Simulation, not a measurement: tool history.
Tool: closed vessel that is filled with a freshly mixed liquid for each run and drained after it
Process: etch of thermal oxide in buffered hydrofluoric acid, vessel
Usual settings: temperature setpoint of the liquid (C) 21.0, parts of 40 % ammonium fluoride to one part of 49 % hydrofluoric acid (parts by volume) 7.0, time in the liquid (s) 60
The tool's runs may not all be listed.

run,day,temperature setpoint of the liquid (C),parts of 40 % ammonium fluoride to one part of 49 % hydrofluoric acid (parts by volume),time in the liquid (s),"read-back film thickness of the thermal oxide reference wafer, read on the same gauge (nm)",thickness taken off the thermal oxide on a monitor wafer (nm)
1,0.000,21.0,9.0,60,50.00,61.20
2,0.388,21.0,9.0,60,50.00,60.40
3,0.808,21.0,7.0,60,49.99,79.62
4,1.508,21.0,7.0,40,49.99,52.33
5,1.946,21.0,7.0,40,49.99,53.24
6,2.221,21.0,7.0,60,49.97,79.16
7,2.721,21.0,7.0,60,50.00,78.73
8,3.154,21.0,7.0,60,50.00,78.13
9,3.592,21.0,7.0,60,50.00,78.63
10,3.979,21.0,7.0,60,50.01,78.40
11,4.475,21.0,7.0,60,50.00,78.75
12,5.171,21.0,6.0,60,49.99,89.24
13,5.921,21.0,6.0,60,50.02,89.59
14,6.458,21.0,7.0,60,50.01,78.03
15,6.746,21.0,5.0,60,49.98,103.43
# day 7.317: gauge calibrated
16,7.383,21.0,9.0,80,49.98,78.54
17,8.867,19.5,10.0,75,49.99,63.47
18,9.362,22.5,5.0,30,50.02,56.16
19,9.862,24.5,9.0,30,49.99,35.87
20,10.117,25.5,5.0,90,50.01,198.52
21,10.512,18.5,7.0,60,49.98,66.89
22,10.821,18.0,7.0,60,50.00,64.96
23,11.254,21.0,7.0,60,50.02,76.98
24,11.525,24.0,7.0,75,50.02,112.73
# day 11.608: thermometer replaced
25,12.158,17.5,5.0,85,49.99,128.37
# day 13.171: hydrofluoric acid flow meter replaced
26,13.500,18.0,5.0,85,49.98,131.02
27,14.079,17.0,9.5,35,50.01,28.37
28,14.525,21.0,7.0,75,49.99,101.98
29,15.142,22.5,7.0,60,50.02,88.16
30,15.667,21.0,6.0,60,49.98,93.75
31,16.642,22.5,7.0,60,49.99,89.07

5 ways to go on from here, each from the tool as it stands after run 31. What would each give?
A,16.671,17.0,7.0,60,?,?
B,16.671,19.0,7.0,75,?,?
C,16.671,25.0,8.5,45,?,?
D,16.671,22.5,5.0,60,?,?
E,16.671,21.0,5.5,60,?,?

run,"read-back film thickness of the thermal oxide reference wafer, read on the same gauge (nm)",thickness taken off the thermal oxide on a monitor wafer (nm)
A,49.99,66.01
B,49.99,92.44
C,49.99,62.66
D,49.99,119.89
E,49.99,101.80
Without the tool's hidden state the same runs would have given:
run,thickness taken off the thermal oxide on a monitor wafer (nm)
A,67.31
B,94.23
C,63.82
D,122.15
E,103.74
